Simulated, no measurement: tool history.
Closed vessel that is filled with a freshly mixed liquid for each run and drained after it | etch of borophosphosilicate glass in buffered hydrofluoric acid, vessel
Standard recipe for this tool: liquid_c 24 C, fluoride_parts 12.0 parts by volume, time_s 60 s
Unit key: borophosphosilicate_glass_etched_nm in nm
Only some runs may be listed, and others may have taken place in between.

run   hour  liquid_c  fluoride_parts  time_s  wafers since the last listed run  hours since the thermometer was replaced  hours since the hydrofluoric acid flow meter was replaced  hours since the gauge calibration  read-back film thickness of the borophosphosilicate glass reference wafer, read on the same gauge (nm)  borophosphosilicate_glass_etched_nm
  1    0.0        24            12.0      60                                 0                                     963.8                                                       34.3                              349.3                                                                                                   50.01                               175.24
  2   34.8        22            12.0      50                              2441                                     998.6                                                       69.1                              384.1                                                                                                   50.00                               129.26
  3   61.6        22            12.0      50                              1880                                    1025.4                                                       95.9                              410.9                                                                                                   50.00                               131.80
  4  129.2        22            12.0      50                              4743                                    1093.0                                                      163.5                              478.5                                                                                                   50.01                               130.01
  5  189.8        24            12.0      90                              4252                                    1153.6                                                      224.1                              539.1                                                                                                   50.04                               259.63
  6  222.2        24            12.0      60                              2273                                    1186.0                                                      256.5                              571.5                                                                                                   49.99                               169.02
  7  269.9        24            12.0      60                              3347                                    1233.7                                                      304.2                              619.2                                                                                                   50.03                               167.33
     303.6  -- gauge calibrated
  8  322.1        24            12.0      60                              3662                                    1285.9                                                      356.4                               18.5                                                                                                   49.99                               168.43
  9  373.7        24             8.0      40                              3620                                    1337.5                                                      408.0                               70.1                                                                                                   50.02                               161.03
     412.1  -- hydrofluoric acid flow meter replaced
 10  423.5        24             8.0      40                              3424                                    1387.3                                                       11.4                              119.9                                                                                                   50.00                               171.04
 11  476.1        24            12.0      60                              3691                                    1439.9                                                       64.0                              172.5                                                                                                   49.98                               173.09
 12  511.0        24            12.0      60                              2448                                    1474.8                                                       98.9                              207.4                                                                                                   50.00                               175.19
 13  551.0        24            10.5      60                              2806                                    1514.8                                                      138.9                              247.4                                                                                                   49.99                               195.07

Run 14 comes next. What will it give?
 14  575.2        20            15.0      90                              1698                                    1539.0                                                      163.1                              271.6                                                                                                       ?                                    ?

{"run 14": {"read-back film thickness of the borophosphosilicate glass reference wafer, read on the same gauge (nm)": 49.96, "borophosphosilicate_glass_etched_nm": 164.52}}
Without the tool's hidden state the same run would have given borophosphosilicate_glass_etched_nm 167.81 nm.

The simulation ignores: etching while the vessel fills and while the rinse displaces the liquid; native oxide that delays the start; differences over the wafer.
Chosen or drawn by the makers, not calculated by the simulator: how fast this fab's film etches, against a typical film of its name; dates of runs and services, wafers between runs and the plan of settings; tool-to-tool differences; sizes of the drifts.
